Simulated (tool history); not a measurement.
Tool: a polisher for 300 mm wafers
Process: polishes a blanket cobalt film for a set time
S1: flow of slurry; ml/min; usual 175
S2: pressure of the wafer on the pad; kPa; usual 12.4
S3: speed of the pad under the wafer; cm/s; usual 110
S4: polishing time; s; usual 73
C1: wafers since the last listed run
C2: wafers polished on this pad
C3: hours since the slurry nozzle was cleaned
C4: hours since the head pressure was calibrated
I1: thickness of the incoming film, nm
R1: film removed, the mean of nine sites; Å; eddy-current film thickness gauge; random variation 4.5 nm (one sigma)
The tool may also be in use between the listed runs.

Run 1, day 0: usual settings but S1 200 ml/min; C1 0; C2 1107; C3 417.7; C4 1270.5; I1 1088.5. Result: R1 3113 Å.
Run 2, day 0.429: usual settings but S1 200 ml/min; C1 90; C2 1197; C3 428; C4 1280.8; I1 1078.3. Result: R1 3132 Å.
Run 3, day 0.783: usual settings but S1 200 ml/min; C1 74; C2 1272; C3 436.5; C4 1289.3; I1 1066.4. Result: R1 3219 Å.
At day 2.529: worn pad replaced by a new one.
Run 4, day 2.658: usual settings but S3 82 cm/s, S4 65 s; C1 359; C2 27; C3 481.5; C4 1334.3; I1 1061.4. Result: R1 1952 Å.
Run 5, day 2.992: usual settings but S3 82 cm/s, S4 65 s; C1 70; C2 97; C3 489.5; C4 1342.3; I1 1077.8. Result: R1 1960 Å.
Run 6, day 3.438: usual settings but S3 82 cm/s, S4 65 s; C1 93; C2 191; C3 500.2; C4 1353; I1 1056.3. Result: R1 1939 Å.
Run 7, day 4.092: usual settings; C1 137; C2 328; C3 515.9; C4 1368.7; I1 1062.6. Result: R1 2849 Å.
Run 8, day 4.371: usual settings; C1 58; C2 387; C3 522.6; C4 1375.4; I1 1058.2. Result: R1 2776 Å.
Run 9, day 4.883: usual settings but S1 190 ml/min, S3 120 cm/s; C1 107; C2 495; C3 534.9; C4 1387.7; I1 1082.3. Result: R1 3015 Å.
At day 5.104: worn pad replaced by a new one, repeated, since the last time left the tool worse.
Run 10, day 5.275: usual settings; C1 47; C2 36; C3 544.3; C4 1397.1; I1 1089.1. Result: R1 3286 Å.
Run 11, day 5.55: usual settings but S1 140 ml/min, S2 9 kPa; C1 57; C2 94; C3 550.9; C4 1403.7; I1 1056.4. Result: R1 2279 Å.
At day 5.958: head pressure recalibrated.
Run 12, day 6.354: usual settings but S1 135 ml/min, S2 9.7 kPa, S3 100 cm/s; C1 151; C2 245; C3 570.2; C4 9.5; I1 1061.4. Result: R1 2226 Å.
Run 13, day 6.979: usual settings but S3 76 cm/s, S4 48 s; C1 131; C2 377; C3 585.2; C4 24.5; I1 1072.6. Result: R1 1570 Å.
At day 7.562: slurry nozzle cleaned.
Run 14, day 7.725: usual settings; C1 148; C2 525; C3 3.9; C4 42.4; I1 1071.1. Result: R1 3231 Å.
Run 15, day 8.112: usual settings but S2 16.5 kPa, S3 134 cm/s, S4 80 s; C1 81; C2 606; C3 13.2; C4 51.7; I1 1070.9. Result: R1 5564 Å.
Run 16, day 8.712: usual settings; C1 126; C2 732; C3 27.6; C4 66.1; I1 1073.5. Result: R1 3267 Å.
Run 17, day 9.125: usual settings but S2 14.5 kPa, S3 130 cm/s; C1 86; C2 819; C3 37.5; C4 76; I1 1079.7. Result: R1 4342 Å.
Run 18, day 9.558: usual settings but S1 115 ml/min, S2 9.7 kPa; C1 91; C2 910; C3 47.9; C4 86.4; I1 1058.3. Result: R1 2423 Å.
Run 19, day 9.921: usual settings but S1 195 ml/min, S2 9 kPa, S3 138 cm/s, S4 63 s; C1 76; C2 986; C3 56.6; C4 95.1; I1 1080.7. Result: R1 2411 Å.
Run 20, day 10.6: usual settings but S3 74 cm/s, S4 94 s; C1 142; C2 1129; C3 72.9; C4 111.4; I1 1066.1. Result: R1 2870 Å.
At day 11.108: worn pad replaced by a new one.
Run 21, day 11.2: usual settings but S3 82 cm/s, S4 65 s; C1 91; C2 19; C3 87.3; C4 125.8; I1 1071.5. Result: R1 2278 Å.

4 ways to go on from here, each from the tool as it stands after run 21. What would each give?
Run A, day 11.217: usual settings; C1 3; C2 23; C3 87.7; C4 126.2; I1 1074.2. Result: R1 ?.
Run B, day 11.217: usual settings but S1 235 ml/min, S2 11 kPa; C1 3; C2 23; C3 87.7; C4 126.2; I1 1074.2. Result: R1 ?.
Run C, day 11.217: usual settings but S1 215 ml/min, S2 15.9 kPa, S3 78 cm/s, S4 48 s; C1 3; C2 23; C3 87.7; C4 126.2; I1 1074.2. Result: R1 ?.
Run D, day 11.217: usual settings but S2 10.3 kPa, S3 80 cm/s; C1 3; C2 23; C3 87.7; C4 126.2; I1 1074.2. Result: R1 ?.

run    R1
  A  3216
  B  2936
  C  2065
  D  2051
Without the tool's hidden state the same runs would have given:
run    R1
  A  3252
  B  2969
  C  2088
  D  2074
